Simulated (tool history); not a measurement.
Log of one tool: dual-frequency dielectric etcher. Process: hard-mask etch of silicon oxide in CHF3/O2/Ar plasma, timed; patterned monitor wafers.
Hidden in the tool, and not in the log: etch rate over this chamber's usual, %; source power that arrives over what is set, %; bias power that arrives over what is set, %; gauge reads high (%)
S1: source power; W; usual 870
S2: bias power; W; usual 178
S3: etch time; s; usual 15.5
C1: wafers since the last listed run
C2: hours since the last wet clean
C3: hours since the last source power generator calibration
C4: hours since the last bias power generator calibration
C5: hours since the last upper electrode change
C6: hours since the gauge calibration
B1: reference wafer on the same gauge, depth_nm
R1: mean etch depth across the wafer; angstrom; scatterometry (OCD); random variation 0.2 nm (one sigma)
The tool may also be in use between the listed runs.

run     day    S1   S2    S3   C1     C2      C3      C4      C5     C6     B1     R1
  1       0   870  178  15.5    0  231.4  2489.6  3801.2  5436.5  131.9   33.9  350.3
  2   1.292   870  178  15.5  563  262.4  2520.6  3832.2  5467.5  162.9   33.9  348.7
  3   1.779   870  178  15.5  212  274.1  2532.3  3843.9  5479.2  174.6  33.87  348.2
  4   2.471   870  178  15.5  301  290.7  2548.9  3860.5  5495.8  191.2  33.91  345.3
  5   3.133   870  178  15.5  288  306.6  2564.8  3876.4  5511.7  207.1  33.91  348.6
  6   4.683   870  178  15.5  675  343.8    2602  3913.6  5548.9  244.3  33.83  345.5
  7   5.292   870  178  15.5  265  358.4  2616.6  3928.2  5563.5  258.9  33.86    342
  8   5.675   870  178  15.5  167  367.6  2625.8  3937.4  5572.7  268.1   33.9  345.7
  9   6.217   870  178  15.5  236  380.6  2638.8  3950.4  5585.7  281.1  33.87  344.7
 10   8.325   810  178  15.5  919  431.2  2689.4    4001  5636.3  331.7  33.89  332.6
      8.783  -- source power generator calibrated
 11   9.017   870  178  15.5  228  447.8     5.6  4017.6  5652.9  348.3  33.87  340.4
 12  10.496   950  178  15.5  644  483.3    41.1  4053.1  5688.4  383.8  33.93  350.8
     11.646  -- wet clean of the chamber
 13  11.667   950  178  15.5   74    0.5    69.2  4081.2  5716.5  411.9  33.86  377.4
 14  11.683   870  178  15.5    7    0.9    69.6  4081.6  5716.9  412.3  33.85  363.4
 15  11.696   870  213    18    5    1.2    69.9  4081.9  5717.2  412.6   33.9  446.4
 16  12.054  1050  178  15.5  156    9.8    78.5  4090.5  5725.8  421.2  33.88  386.1
     12.108  -- gauge calibrated
     13.317  -- upper electrode replaced
 17  13.338   870  178  15.5  123   40.6   109.3  4121.3     0.5   29.5   33.9    361
 18   13.35   870  140  15.5    5   40.9   109.6  4121.6     0.8   29.8  33.88  330.9
 19  13.362   960  144  14.5    5   41.2   109.9  4121.9     1.1   30.1  33.92  325.8
 20  14.083   870  178  15.5  314   58.5   127.2  4139.2    18.4   47.4  33.93    358
     14.325  -- bias power generator calibrated
 21  14.783   870  178  15.5  232   75.3     144      11    35.2   64.2  33.94  359.2
 22  15.104   680  178  15.5  139     83   151.7    18.7    42.9   71.9  33.93  326.4
 23  15.396   870  178  15.5  127     90   158.7    25.7    49.9   78.9  33.94  360.8
 24  15.983  1070  158    18  256  104.1   172.8    39.8      64     93  33.93    430
 25  16.329   870  203  18.5  150  112.4   181.1    48.1    72.3  101.3  33.89  448.8
 26  16.946   670  164  15.5  268  127.2   195.9    62.9    87.1  116.1  33.84  307.9
 27  18.525  1050  178    17  688  165.1   233.8   100.8     125    154  33.89  418.1
 28  18.854   870  178  15.5  143    173   241.7   108.7   132.9  161.9  33.88  355.8
 29   19.25  1030  218  15.5  172  182.5   251.2   118.2   142.4  171.4  33.85  406.4

Forecast each of these 5 alternatives for the next run:
  A  19.267   870  178  15.5   7  182.9  251.6  118.6  142.8  171.8   ?   ?
  B  19.267   870  161  18.5   7  182.9  251.6  118.6  142.8  171.8   ?   ?
  C  19.267   870  162  15.5   7  182.9  251.6  118.6  142.8  171.8   ?   ?
  D  19.267  1030  178  15.5   7  182.9  251.6  118.6  142.8  171.8   ?   ?
  E  19.267  1020  160    12   7  182.9  251.6  118.6  142.8  171.8   ?   ?

run     B1     R1
  A  33.93  352.2
  B  33.93  405.3
  C  33.93  340.4
  D  33.93  376.6
  E  33.93  279.6
Without the tool's hidden state the same runs would have given:
run     R1
  A  356.2
  B  409.9
  C  344.2
  D  380.9
  E  282.8
